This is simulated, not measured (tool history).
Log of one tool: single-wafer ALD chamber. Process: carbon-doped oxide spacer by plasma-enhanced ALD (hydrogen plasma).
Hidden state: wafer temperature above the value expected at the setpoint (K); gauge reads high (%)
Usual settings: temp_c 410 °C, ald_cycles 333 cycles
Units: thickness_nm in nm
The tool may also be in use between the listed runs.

run    hour  temp_c  ald_cycles  wafers since the last listed run  hours since the last thermocouple change  hours since the gauge calibration  read-back reference wafer on the same gauge, thickness_nm  thickness_nm
  1     0.0     410         333                                 0                                     362.3                              811.2                                                     13.000        15.899
  2   102.6     410         376                               103                                     464.9                              913.8                                                     12.997        18.040
      177.3  -- gauge calibrated
  3   198.8     410         376                                97                                     561.1                               21.5                                                     12.996        17.945
  4   260.1     410         289                                61                                     622.4                               82.8                                                     12.998        13.891
  5   334.6     420         333                                75                                     696.9                              157.3                                                     12.993        15.343
  6   423.1     420         333                                89                                     785.4                              245.8                                                     13.008        15.279
  7   501.4     410         333                                78                                     863.7                              324.1                                                     13.000        15.936
  8   569.5     410         333                                68                                     931.8                              392.2                                                     12.996        15.828
  9   629.0     410         333                                60                                     991.3                              451.7                                                     13.009        15.972
 10   690.5     410         333                                62                                    1052.8                              513.2                                                     13.000        15.868
 11   739.4     410         333                                49                                    1101.7                              562.1                                                     13.000        15.841
      747.5  -- thermocouple changed; heater temperature recalibrated
 12   789.2     410         333                                42                                      41.7                              611.9                                                     12.990        15.727
 13   880.7     410         354                                92                                     133.2                              703.4                                                     13.013        16.708
 14   957.1     398         333                                77                                     209.6                              779.8                                                     13.012        16.479
      984.9  -- thermocouple changed; heater temperature recalibrated, repeated, since the last time left the tool worse
      988.1  -- gauge calibrated
 15  1031.3     410         386                                66                                      46.4                               43.2                                                     13.004        18.619
 16  1131.1     406         282                               100                                     146.2                              143.0                                                     12.987        13.825
 17  1215.6     396         396                                85                                     230.7                              227.5                                                     13.004        19.670
 18  1294.1     410         333                                79                                     309.2                              306.0                                                     13.010        15.973
 19  1354.1     419         394                                60                                     369.2                              366.0                                                     13.005        18.392
 20  1427.8     410         293                                74                                     442.9                              439.7                                                     13.005        14.125

5 ways to go on from here, each from the tool as it stands after run 20. What would each give?
  A  1428.7     410         333                                 0                                     443.8                              440.6                                                          ?             ?
  B  1428.7     423         388                                 0                                     443.8                              440.6                                                          ?             ?
  C  1428.7     404         333                                 0                                     443.8                              440.6                                                          ?             ?
  D  1428.7     401         385                                 0                                     443.8                              440.6                                                          ?             ?
  E  1428.7     415         307                                 0                                     443.8                              440.6                                                          ?             ?

run  read-back reference wafer on the same gauge, thickness_nm  thickness_nm
  A                                                     13.010        15.967
  B                                                     13.010        17.746
  C                                                     13.010        16.306
  D                                                     13.010        19.049
  E                                                     13.010        14.459
Without the tool's hidden state the same runs would have given:
run  thickness_nm
  A        16.058
  B        17.852
  C        16.397
  D        19.139
  E        14.543
